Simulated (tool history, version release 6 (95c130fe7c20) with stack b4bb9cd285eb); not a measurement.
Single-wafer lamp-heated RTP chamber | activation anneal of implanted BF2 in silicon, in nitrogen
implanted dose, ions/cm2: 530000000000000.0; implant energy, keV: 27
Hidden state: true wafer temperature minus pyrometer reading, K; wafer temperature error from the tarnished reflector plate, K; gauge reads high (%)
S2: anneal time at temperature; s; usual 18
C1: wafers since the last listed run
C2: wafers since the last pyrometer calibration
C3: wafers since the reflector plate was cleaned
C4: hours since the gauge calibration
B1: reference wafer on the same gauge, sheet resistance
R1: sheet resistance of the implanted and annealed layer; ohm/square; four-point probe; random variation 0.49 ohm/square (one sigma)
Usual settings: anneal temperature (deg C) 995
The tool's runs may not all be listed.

run 1 hour=0 | anneal_temperature_(deg_C)=987 S2=22 | C1=0 C2=503 C3=6788 C4=440.6 | B1=284.01 | R1=238.9
run 2 hour=15.8 | anneal_temperature_(deg_C)=987 S2=22 | C1=331 C2=835 C3=7120 C4=456.4 | B1=284.02 | R1=238.73
run 3 hour=51.4 | anneal_temperature_(deg_C)=987 S2=22 | C1=746 C2=1581 C3=7866 C4=492 | B1=283.94 | R1=238.99
run 4 hour=67.6 | anneal_temperature_(deg_C)=1013 S2=18 | C1=339 C2=1921 C3=8206 C4=508.2 | B1=283.8 | R1=231.3
run 5 hour=84.7 | anneal_temperature_(deg_C)=1013 S2=18 | C1=358 C2=2279 C3=8564 C4=525.3 | B1=283.76 | R1=230.92
run 6 hour=111.5 | anneal_temperature_(deg_C)=995 S2=18 | C1=561 C2=2841 C3=9126 C4=552.1 | B1=283.96 | R1=237.03
run 7 hour=127.5 | anneal_temperature_(deg_C)=995 S2=18 | C1=335 C2=3177 C3=9462 C4=568.1 | B1=283.93 | R1=236.79
run 8 hour=150.3 | anneal_temperature_(deg_C)=995 S2=18 | C1=478 C2=3655 C3=9940 C4=590.9 | B1=283.72 | R1=237.22
run 9 hour=173.5 | anneal_temperature_(deg_C)=995 S2=18 | C1=486 C2=4141 C3=10426 C4=614.1 | B1=284.06 | R1=237.57
-- hour=244.3 reflector plate cleaned
run 10 hour=254 | anneal_temperature_(deg_C)=995 S2=18 | C1=1520 C2=5662 C3=203 C4=694.6 | B1=283.83 | R1=237.24
-- hour=277.8 pyrometer window cleaned and pyrometer calibrated
run 11 hour=278.3 | anneal_temperature_(deg_C)=985 S2=22 | C1=341 C2=10 C3=545 C4=718.9 | B1=283.93 | R1=239.53
run 12 hour=288.7 | anneal_temperature_(deg_C)=980 S2=18 | C1=218 C2=228 C3=763 C4=729.3 | B1=284.09 | R1=245.22
run 13 hour=317.1 | anneal_temperature_(deg_C)=995 S2=18 | C1=595 C2=824 C3=1358 C4=757.7 | B1=283.88 | R1=236.89
run 14 hour=331.7 | anneal_temperature_(deg_C)=995 S2=18 | C1=306 C2=1130 C3=1665 C4=772.3 | B1=283.76 | R1=237.15
run 15 hour=349.6 | anneal_temperature_(deg_C)=995 S2=18 | C1=375 C2=1505 C3=2040 C4=790.2 | B1=283.93 | R1=237.03
run 16 hour=371.2 | anneal_temperature_(deg_C)=995 S2=18 | C1=452 C2=1958 C3=2493 C4=811.8 | B1=283.72 | R1=237.44
run 17 hour=385.3 | anneal_temperature_(deg_C)=995 S2=27 | C1=295 C2=2254 C3=2789 C4=825.9 | B1=284.1 | R1=234.69
run 18 hour=405.4 | anneal_temperature_(deg_C)=1005 S2=15 | C1=421 C2=2675 C3=3210 C4=846 | B1=283.96 | R1=234.83
run 19 hour=421.3 | anneal_temperature_(deg_C)=1014 S2=18 | C1=333 C2=3008 C3=3543 C4=861.9 | B1=284.07 | R1=231.55
run 20 hour=449.6 | anneal_temperature_(deg_C)=995 S2=18 | C1=593 C2=3602 C3=4137 C4=890.2 | B1=284.07 | R1=236.85
-- hour=453 gauge calibrated
run 21 hour=481.7 | anneal_temperature_(deg_C)=979 S2=15 | C1=673 C2=4275 C3=4810 C4=28.7 | B1=284 | R1=246.36
run 22 hour=513.5 | anneal_temperature_(deg_C)=1024 S2=28 | C1=666 C2=4942 C3=5477 C4=60.5 | B1=283.76 | R1=227.34
run 23 hour=545.2 | anneal_temperature_(deg_C)=995 S2=18 | C1=664 C2=5606 C3=6141 C4=92.2 | B1=283.96 | R1=236.82
-- hour=560.6 pyrometer window cleaned and pyrometer calibrated
run 24 hour=569.1 | anneal_temperature_(deg_C)=995 S2=18 | C1=333 C2=178 C3=6475 C4=116.1 | B1=283.94 | R1=237.19
run 25 hour=584.4 | anneal_temperature_(deg_C)=995 S2=18 | C1=320 C2=499 C3=6796 C4=131.4 | B1=284.32 | R1=236.57
run 26 hour=605.4 | anneal_temperature_(deg_C)=1019 S2=18 | C1=440 C2=939 C3=7236 C4=152.4 | B1=284.04 | R1=229.82
run 27 hour=626.7 | anneal_temperature_(deg_C)=1023 S2=10 | C1=446 C2=1386 C3=7683 C4=173.7 | B1=283.88 | R1=232.67
run 28 hour=647.5 | anneal_temperature_(deg_C)=1010 S2=11 | C1=436 C2=1822 C3=8119 C4=194.5 | B1=284.01 | R1=234.94
run 29 hour=681.6 | anneal_temperature_(deg_C)=972 S2=13 | C1=715 C2=2537 C3=8834 C4=228.6 | B1=284.01 | R1=254.28
run 30 hour=777.5 | anneal_temperature_(deg_C)=981 S2=22 | C1=2010 C2=4548 C3=10845 C4=324.5 | B1=283.94 | R1=242.05
run 31 hour=811.8 | anneal_temperature_(deg_C)=1004 S2=9 | C1=719 C2=5267 C3=11564 C4=358.8 | B1=283.88 | R1=237.29
run 32 hour=832.2 | anneal_temperature_(deg_C)=1013 S2=14 | C1=427 C2=5695 C3=11992 C4=379.2 | B1=283.97 | R1=232.29
-- hour=851 pyrometer window cleaned and pyrometer calibrated
run 33 hour=923.4 | anneal_temperature_(deg_C)=969 S2=9 | C1=1744 C2=1519 C3=13736 C4=470.4 | B1=283.99 | R1=258.79
run 34 hour=951.3 | anneal_temperature_(deg_C)=983 S2=8 | C1=585 C2=2104 C3=14321 C4=498.3 | B1=284.05 | R1=248.82
run 35 hour=976.9 | anneal_temperature_(deg_C)=975 S2=7 | C1=536 C2=2640 C3=14858 C4=523.9 | B1=283.8 | R1=255.37
-- hour=1009.9 reflector plate cleaned
run 36 hour=1010.4 | anneal_temperature_(deg_C)=995 S2=18 | C1=534 C2=3175 C3=9 C4=557.4 | B1=283.8 | R1=237.32

How the hidden state differs across the entries between the runs, from the last listed run before each to the first after it:
Between runs 9 and 10: reflector plate cleaned (hour 244.3)
  no hidden state differs between the two runs
Between runs 10 and 11: pyrometer window cleaned and pyrometer calibrated (hour 277.8)
  no hidden state differs between the two runs
Between runs 20 and 21: gauge calibrated (hour 453)
  no hidden state differs between the two runs
Between runs 23 and 24: pyrometer window cleaned and pyrometer calibrated (hour 560.6)
  no hidden state differs between the two runs
Between runs 32 and 33: pyrometer window cleaned and pyrometer calibrated (hour 851)
  no hidden state differs between the two runs
Between runs 35 and 36: reflector plate cleaned (hour 1009.9)
  no hidden state differs between the two runs
